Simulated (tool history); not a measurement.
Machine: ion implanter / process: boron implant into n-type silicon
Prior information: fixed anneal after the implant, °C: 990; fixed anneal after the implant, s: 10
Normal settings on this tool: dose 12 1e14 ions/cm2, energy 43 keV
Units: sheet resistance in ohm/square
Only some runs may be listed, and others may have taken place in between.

run   hour   dose  energy  read-back reference wafer on the same gauge, sheet resistance  sheet resistance
  1      0     12      43                                                            101            101.44
  2    8.1     12      43                                                         100.99            101.17
  3   20.1     12      43                                                         100.99               101
  4   37.2     12      43                                                         101.02            100.89
  5   57.4     12      39                                                         100.97            101.31
  6   75.1     12      39                                                         101.01            101.02
  7   89.8     12      39                                                         101.05            100.72
  8  106.3     12      43                                                         100.98            100.07
  9    123     12      43                                                         101.04            100.85
 10  131.7     12      43                                                            101            100.82
 11  147.7     12      43                                                         100.95            100.46
 12    164     12    47.5                                                         101.02             99.89
     194.7  -- extraction supply calibrated
     201.4  -- gauge calibrated
     214.8  -- Faraday cup replaced and dose calibrated
 13  215.3   9.28      55                                                            101            125.51
 14  226.9  14.94      36                                                         101.04             88.55
 15  274.8  15.47    55.5                                                            101             85.12
 16  284.2   9.04      31                                                         101.02            128.94
 17  300.1     12      55                                                            101            102.69
 18  312.8  13.13      34                                                         100.96             95.85
 19  327.6     12      43                                                         100.98            102.47
 20  333.9     12      43                                                         100.95            102.57
 21  342.3   13.1    32.5                                                         100.96             96.53
 22    357  10.05    30.5                                                         100.99            118.45

How would selected steps in sheet resistance from run to run divide? Give the signed amount a tool lacking its hidden state would still show from settings, what came in and random variation, and the signed amount left for the hidden state, including any gauge scatter that is not in both of the compared results.
Hidden state present: deviation of the true dose from the Faraday cup's reading, %; deviation of the true energy from its setpoint, %; gauge reads high (%).
Run 12 -> 13: dose 12 -> 9.28, energy 47.5 -> 55, extraction supply calibrated, gauge calibrated, Faraday cup replaced and dose calibrated. sheet resistance +25.62 ohm/square: hidden state +2.44, all else +23.18.
Run 13 -> 14: dose 9.28 -> 14.94, energy 55 -> 36. sheet resistance -36.96 ohm/square: hidden state -0.14, all else -36.82.
Run 15 -> 16: dose 15.47 -> 9.04, energy 55.5 -> 31. sheet resistance +43.82 ohm/square: hidden state +0.14, all else +43.68.
